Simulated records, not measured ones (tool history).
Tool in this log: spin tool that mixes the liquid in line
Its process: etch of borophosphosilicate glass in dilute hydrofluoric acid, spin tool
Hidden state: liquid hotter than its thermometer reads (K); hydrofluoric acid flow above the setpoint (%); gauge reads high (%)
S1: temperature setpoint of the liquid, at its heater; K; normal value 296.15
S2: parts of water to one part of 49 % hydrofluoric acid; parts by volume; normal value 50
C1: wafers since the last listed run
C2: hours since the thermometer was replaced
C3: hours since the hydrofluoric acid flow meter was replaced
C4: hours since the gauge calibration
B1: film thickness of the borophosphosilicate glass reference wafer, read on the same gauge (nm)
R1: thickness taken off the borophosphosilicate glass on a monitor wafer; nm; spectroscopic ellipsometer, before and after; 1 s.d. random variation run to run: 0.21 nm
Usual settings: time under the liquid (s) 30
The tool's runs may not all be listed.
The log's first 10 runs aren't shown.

Run 11, hour 139.4: usual settings; C1 100; C2 68.3; C3 1824; C4 79; B1 30.02. Result: R1 31.12 nm.
Run 12, hour 153.8: usual settings but S1 299.15 K, time under the liquid (s) 20; C1 142; C2 82.7; C3 1838.4; C4 93.4; B1 30.01. Result: R1 23.44 nm.
Run 13, hour 168.2: usual settings but S2 35 parts by volume, time under the liquid (s) 50; C1 142; C2 97.1; C3 1852.8; C4 107.8; B1 30. Result: R1 75.69 nm.
Run 14, hour 181: usual settings but S2 45 parts by volume, time under the liquid (s) 45; C1 126; C2 109.9; C3 1865.6; C4 120.6; B1 29.96. Result: R1 52.43 nm.
Run 15, hour 194.6: usual settings but S1 297.65 K, time under the liquid (s) 15; C1 134; C2 123.5; C3 1879.2; C4 134.2; B1 30. Result: R1 16.42 nm.
Run 16, hour 210.1: usual settings; C1 153; C2 139; C3 1894.7; C4 149.7; B1 30. Result: R1 31 nm.
Run 17, hour 223.9: usual settings; C1 136; C2 152.8; C3 1908.5; C4 163.5; B1 30. Result: R1 31.14 nm.
Run 18, hour 233.1: usual settings but S1 291.65 K, S2 40 parts by volume; C1 91; C2 162; C3 1917.7; C4 172.7; B1 29.99. Result: R1 32.13 nm.
Run 19, hour 242: usual settings but S1 294.15 K, S2 25 parts by volume, time under the liquid (s) 20; C1 88; C2 170.9; C3 1926.6; C4 181.6; B1 30.05. Result: R1 39.17 nm.
Run 20, hour 248.7: usual settings but time under the liquid (s) 15; C1 66; C2 177.6; C3 1933.3; C4 188.3; B1 29.99. Result: R1 15.57 nm.
Run 21, hour 261.5: usual settings but S1 294.15 K, S2 35 parts by volume; C1 126; C2 190.4; C3 1946.1; C4 201.1; B1 30.02. Result: R1 41.21 nm.
Run 22, hour 271.8: usual settings but S2 40 parts by volume, time under the liquid (s) 25; C1 102; C2 200.7; C3 1956.4; C4 211.4; B1 30.01. Result: R1 33.18 nm.
Run 23, hour 289.3: usual settings; C1 173; C2 218.2; C3 1973.9; C4 228.9; B1 30.03. Result: R1 30.89 nm.
At hour 293.2: hydrofluoric acid flow meter replaced.
Run 24, hour 302.7: usual settings but S1 294.65 K, S2 35 parts by volume, time under the liquid (s) 45; C1 122; C2 231.6; C3 9.5; C4 242.3; B1 30.01. Result: R1 63.74 nm.
Run 25, hour 312.1: usual settings but S1 299.15 K, S2 75 parts by volume, time under the liquid (s) 35; C1 93; C2 241; C3 18.9; C4 251.7; B1 30.03. Result: R1 26.51 nm.
At hour 320: gauge calibrated.
Run 26, hour 322: usual settings but S1 292.65 K, S2 75 parts by volume, time under the liquid (s) 15; C1 98; C2 250.9; C3 28.8; C4 2; B1 29.99. Result: R1 8.71 nm.
Run 27, hour 330.2: usual settings but S1 300.65 K, time under the liquid (s) 15; C1 81; C2 259.1; C3 37; C4 10.2; B1 30.01. Result: R1 18.5 nm.
Run 28, hour 337.5: usual settings but S2 70 parts by volume, time under the liquid (s) 50; C1 72; C2 266.4; C3 44.3; C4 17.5; B1 29.98. Result: R1 35.91 nm.
Run 29, hour 353.1: usual settings but S1 300.65 K, S2 30 parts by volume, time under the liquid (s) 20; C1 154; C2 282; C3 59.9; C4 33.1; B1 30.02. Result: R1 42.28 nm.
Run 30, hour 365.4: usual settings but S1 293.15 K; C1 121; C2 294.3; C3 72.2; C4 45.4; B1 29.99. Result: R1 27.46 nm.
Run 31, hour 383.1: usual settings but S1 298.15 K, S2 55 parts by volume; C1 175; C2 312; C3 89.9; C4 63.1; B1 29.97. Result: R1 30.65 nm.
Run 32, hour 398.8: usual settings; C1 155; C2 327.7; C3 105.6; C4 78.8; B1 29.95. Result: R1 31.19 nm.
Run 33, hour 409.2: usual settings but S1 291.65 K, S2 70 parts by volume, time under the liquid (s) 40; C1 103; C2 338.1; C3 116; C4 89.2; B1 30. Result: R1 23.87 nm.

Forecast each of these 3 alternatives for the next run:
Run A, hour 409.6: usual settings but S1 294.15 K; C1 3; C2 338.5; C3 116.4; C4 89.6; B1 ?. Result: R1 ?.
Run B, hour 409.6: usual settings but S2 40 parts by volume, time under the liquid (s) 15; C1 3; C2 338.5; C3 116.4; C4 89.6; B1 ?. Result: R1 ?.
Run C, hour 409.6: usual settings but S2 70 parts by volume; C1 3; C2 338.5; C3 116.4; C4 89.6; B1 ?. Result: R1 ?.

run     B1     R1
  A  30.01  28.54
  B  30.01  19.65
  C  30.01   21.6
Stripped of hidden state, with their random variation kept, the same runs would have yielded:
run     R1
  A  28.54
  B  19.65
  C   21.6
